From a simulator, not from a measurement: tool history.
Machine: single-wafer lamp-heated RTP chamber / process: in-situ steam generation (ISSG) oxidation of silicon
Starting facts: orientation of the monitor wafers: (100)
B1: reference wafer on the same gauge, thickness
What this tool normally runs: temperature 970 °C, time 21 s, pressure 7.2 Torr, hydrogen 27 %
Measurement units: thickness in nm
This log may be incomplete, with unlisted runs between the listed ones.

{"run": 1, "hour": 0.0, "temperature": 970, "time": 21, "pressure": 7.2, "hydrogen": 27, "B1": 6.566, "thickness": 5.468}
{"run": 2, "hour": 7.0, "temperature": 970, "time": 21, "pressure": 7.2, "hydrogen": 27, "B1": 6.576, "thickness": 5.471}
{"run": 3, "hour": 14.1, "temperature": 970, "time": 16, "pressure": 7.2, "hydrogen": 27, "B1": 6.574, "thickness": 4.919}
{"run": 4, "hour": 22.1, "temperature": 970, "time": 16, "pressure": 7.2, "hydrogen": 27, "B1": 6.572, "thickness": 4.862}
{"run": 5, "hour": 31.2, "temperature": 970, "time": 16, "pressure": 7.2, "hydrogen": 27, "B1": 6.579, "thickness": 4.897}
{"run": 6, "hour": 45.2, "temperature": 970, "time": 24, "pressure": 7.2, "hydrogen": 27, "B1": 6.572, "thickness": 5.746}
{"run": 7, "hour": 57.3, "temperature": 970, "time": 24, "pressure": 7.2, "hydrogen": 27, "B1": 6.564, "thickness": 5.751}
{"run": 8, "hour": 71.6, "temperature": 970, "time": 24, "pressure": 7.2, "hydrogen": 27, "B1": 6.57, "thickness": 5.808}
{"run": 9, "hour": 116.9, "temperature": 970, "time": 18, "pressure": 7.2, "hydrogen": 27, "B1": 6.578, "thickness": 5.116}
{"hour": 133.2, "done": "pressure gauge zeroed"}
{"hour": 157.2, "done": "hydrogen flow controller replaced"}
{"hour": 173.5, "done": "pyrometer window cleaned and pyrometer calibrated"}
{"run": 10, "hour": 174.0, "temperature": 977, "time": 21, "pressure": 7.2, "hydrogen": 32, "B1": 6.577, "thickness": 5.955}
{"run": 11, "hour": 175.9, "temperature": 970, "time": 21, "pressure": 7.2, "hydrogen": 27, "B1": 6.56, "thickness": 5.464}
{"run": 12, "hour": 181.9, "temperature": 970, "time": 15, "pressure": 7.2, "hydrogen": 27, "B1": 6.569, "thickness": 4.807}
{"run": 13, "hour": 193.1, "temperature": 978, "time": 21, "pressure": 7.2, "hydrogen": 27, "B1": 6.575, "thickness": 5.624}
{"run": 14, "hour": 202.7, "temperature": 970, "time": 28, "pressure": 6.9, "hydrogen": 27, "B1": 6.571, "thickness": 6.202}
{"run": 15, "hour": 209.7, "temperature": 970, "time": 21, "pressure": 6.9, "hydrogen": 27, "B1": 6.561, "thickness": 5.502}
{"run": 16, "hour": 218.8, "temperature": 970, "time": 21, "pressure": 7.2, "hydrogen": 27, "B1": 6.577, "thickness": 5.481}
{"run": 17, "hour": 236.0, "temperature": 978, "time": 18, "pressure": 7.2, "hydrogen": 27, "B1": 6.572, "thickness": 5.269}
{"run": 18, "hour": 245.3, "temperature": 959, "time": 21, "pressure": 7.2, "hydrogen": 31, "B1": 6.575, "thickness": 5.49}
{"hour": 253.5, "done": "gauge calibrated"}
{"run": 19, "hour": 255.0, "temperature": 965, "time": 14, "pressure": 6.9, "hydrogen": 27, "B1": 6.572, "thickness": 4.622}
{"run": 20, "hour": 266.3, "temperature": 979, "time": 21, "pressure": 8.6, "hydrogen": 21, "B1": 6.57, "thickness": 5.316}
{"run": 21, "hour": 281.8, "temperature": 985, "time": 21, "pressure": 7.2, "hydrogen": 27, "B1": 6.562, "thickness": 5.81}
{"run": 22, "hour": 293.4, "temperature": 970, "time": 21, "pressure": 7.2, "hydrogen": 27, "B1": 6.569, "thickness": 5.471}
{"run": 23, "hour": 303.9, "temperature": 970, "time": 21, "pressure": 7.7, "hydrogen": 27, "B1": 6.574, "thickness": 5.53}
{"run": 24, "hour": 316.6, "temperature": 970, "time": 21, "pressure": 7.2, "hydrogen": 24, "B1": 6.568, "thickness": 5.271}
{"run": 25, "hour": 330.0, "temperature": 978, "time": 21, "pressure": 7.2, "hydrogen": 27, "B1": 6.556, "thickness": 5.611}
{"run": 26, "hour": 347.1, "temperature": 970, "time": 21, "pressure": 7.2, "hydrogen": 23, "B1": 6.567, "thickness": 5.231}

Each row is a separate what-if for the run after 26, all from the same tool condition, not one after another. Results?
{"run": "A", "hour": 347.5, "temperature": 970, "time": 21, "pressure": 7.2, "hydrogen": 27, "B1": "?", "thickness": "?"}
{"run": "B", "hour": 347.5, "temperature": 989, "time": 21, "pressure": 6.9, "hydrogen": 23, "B1": "?", "thickness": "?"}
{"run": "C", "hour": 347.5, "temperature": 989, "time": 18, "pressure": 7.2, "hydrogen": 21, "B1": "?", "thickness": "?"}

run=A B1=6.567 thickness=5.424
run=B B1=6.567 thickness=5.565
run=C B1=6.567 thickness=5.09
Without the tool's unlogged condition, the same runs would have read:
run=A thickness=5.424
run=B thickness=5.565
run=C thickness=5.09

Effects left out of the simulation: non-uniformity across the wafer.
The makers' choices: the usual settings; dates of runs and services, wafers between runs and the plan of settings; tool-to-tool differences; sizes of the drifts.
